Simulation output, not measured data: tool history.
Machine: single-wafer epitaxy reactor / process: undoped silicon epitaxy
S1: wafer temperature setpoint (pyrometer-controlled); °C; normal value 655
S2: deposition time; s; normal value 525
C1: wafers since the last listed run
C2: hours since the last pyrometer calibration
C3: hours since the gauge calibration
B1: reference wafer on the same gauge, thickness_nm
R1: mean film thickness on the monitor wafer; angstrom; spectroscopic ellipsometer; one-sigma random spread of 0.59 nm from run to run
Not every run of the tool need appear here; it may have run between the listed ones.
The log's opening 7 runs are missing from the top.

Run 8, hour 607.1: usual settings; C1 381; C2 1974; C3 1177.4; B1 101.034. Result: R1 1134.76 angstrom.
Run 9, hour 657.5: usual settings but S2 471 s; C1 228; C2 2024.4; C3 1227.8; B1 101.132. Result: R1 1019.79 angstrom.
Run 10, hour 760.5: usual settings but S2 471 s; C1 467; C2 2127.4; C3 1330.8; B1 101.183. Result: R1 1026.73 angstrom.
Run 11, hour 828: usual settings but S2 471 s; C1 306; C2 2194.9; C3 1398.3; B1 101.008. Result: R1 1018.14 angstrom.
Run 12, hour 916.2: usual settings but S2 449 s; C1 400; C2 2283.1; C3 1486.5; B1 100.929. Result: R1 971.49 angstrom.
Run 13, hour 959.7: usual settings but S2 449 s; C1 197; C2 2326.6; C3 1530; B1 101.074. Result: R1 971.56 angstrom.
At hour 995.2: gauge calibrated.
Run 14, hour 1009.3: usual settings but S2 449 s; C1 225; C2 2376.2; C3 14.1; B1 100.969. Result: R1 969.85 angstrom.
Run 15, hour 1109.7: usual settings but S1 661 °C, S2 574 s; C1 456; C2 2476.6; C3 114.5; B1 100.92. Result: R1 1447.19 angstrom.
Run 16, hour 1173.7: usual settings but S1 664 °C, S2 626 s; C1 290; C2 2540.6; C3 178.5; B1 100.941. Result: R1 1683.38 angstrom.
At hour 1204.3: pyrometer calibrated.
Run 17, hour 1275.5: usual settings but S2 471 s; C1 426; C2 71.2; C3 280.3; B1 100.996. Result: R1 971.14 angstrom.
Run 18, hour 1323.7: usual settings but S1 662 °C; C1 218; C2 119.4; C3 328.5; B1 101.108. Result: R1 1280.27 angstrom.
Run 19, hour 1419.9: usual settings but S1 670 °C, S2 495 s; C1 437; C2 215.6; C3 424.7; B1 100.979. Result: R1 1466.62 angstrom.
Run 20, hour 1479.5: usual settings; C1 270; C2 275.2; C3 484.3; B1 101.068. Result: R1 1088.26 angstrom.
Run 21, hour 1565.6: usual settings; C1 391; C2 361.3; C3 570.4; B1 100.995. Result: R1 1105.28 angstrom.
Run 22, hour 1607.7: usual settings but S1 663 °C, S2 567 s; C1 191; C2 403.4; C3 612.5; B1 100.965. Result: R1 1443.5 angstrom.
Run 23, hour 1657.4: usual settings but S1 667 °C, S2 573 s; C1 225; C2 453.1; C3 662.2; B1 100.983. Result: R1 1620.51 angstrom.
Run 24, hour 1753.1: usual settings but S1 665 °C; C1 434; C2 548.8; C3 757.9; B1 101.095. Result: R1 1410.68 angstrom.
Run 25, hour 1832: usual settings but S2 597 s; C1 358; C2 627.7; C3 836.8; B1 100.957. Result: R1 1256.75 angstrom.
Run 26, hour 1873.3: usual settings but S2 488 s; C1 187; C2 669; C3 878.1; B1 100.784. Result: R1 1031.96 angstrom.
Run 27, hour 1927.8: usual settings but S1 662 °C; C1 247; C2 723.5; C3 932.6; B1 101.08. Result: R1 1326.18 angstrom.
Run 28, hour 2016.4: usual settings but S1 669 °C, S2 618 s; C1 402; C2 812.1; C3 1021.2; B1 101.033. Result: R1 1835.98 angstrom.
Run 29, hour 2097.4: usual settings but S1 668 °C, S2 456 s; C1 367; C2 893.1; C3 1102.2; B1 100.927. Result: R1 1322.17 angstrom.
Run 30, hour 2134.9: usual settings; C1 170; C2 930.6; C3 1139.7; B1 101.045. Result: R1 1119.63 angstrom.
Run 31, hour 2226.4: usual settings; C1 415; C2 1022.1; C3 1231.2; B1 100.924. Result: R1 1103.79 angstrom.

Consider 4 possible next runs. They are alternatives, not a sequence: every one starts from the tool as it was left by run 31. What does each give?
Run A, hour 2226.9: usual settings but S2 590 s; C1 2; C2 1022.6; C3 1231.7; B1 ?. Result: R1 ?.
Run B, hour 2226.9: usual settings but S1 663 °C, S2 442 s; C1 2; C2 1022.6; C3 1231.7; B1 ?. Result: R1 ?.
Run C, hour 2226.9: usual settings but S1 664 °C, S2 452 s; C1 2; C2 1022.6; C3 1231.7; B1 ?. Result: R1 ?.
Run D, hour 2226.9: usual settings but S1 649 °C, S2 498 s; C1 2; C2 1022.6; C3 1231.7; B1 ?. Result: R1 ?.

run       B1       R1
  A  101.192  1259.62
  B  101.192  1145.87
  C  101.192  1200.26
  D  101.192   916.82
With no hidden state in the tool, these same runs would have given:
run       R1
  A  1227.53
  B  1117.23
  C  1170.33
  D   893.11
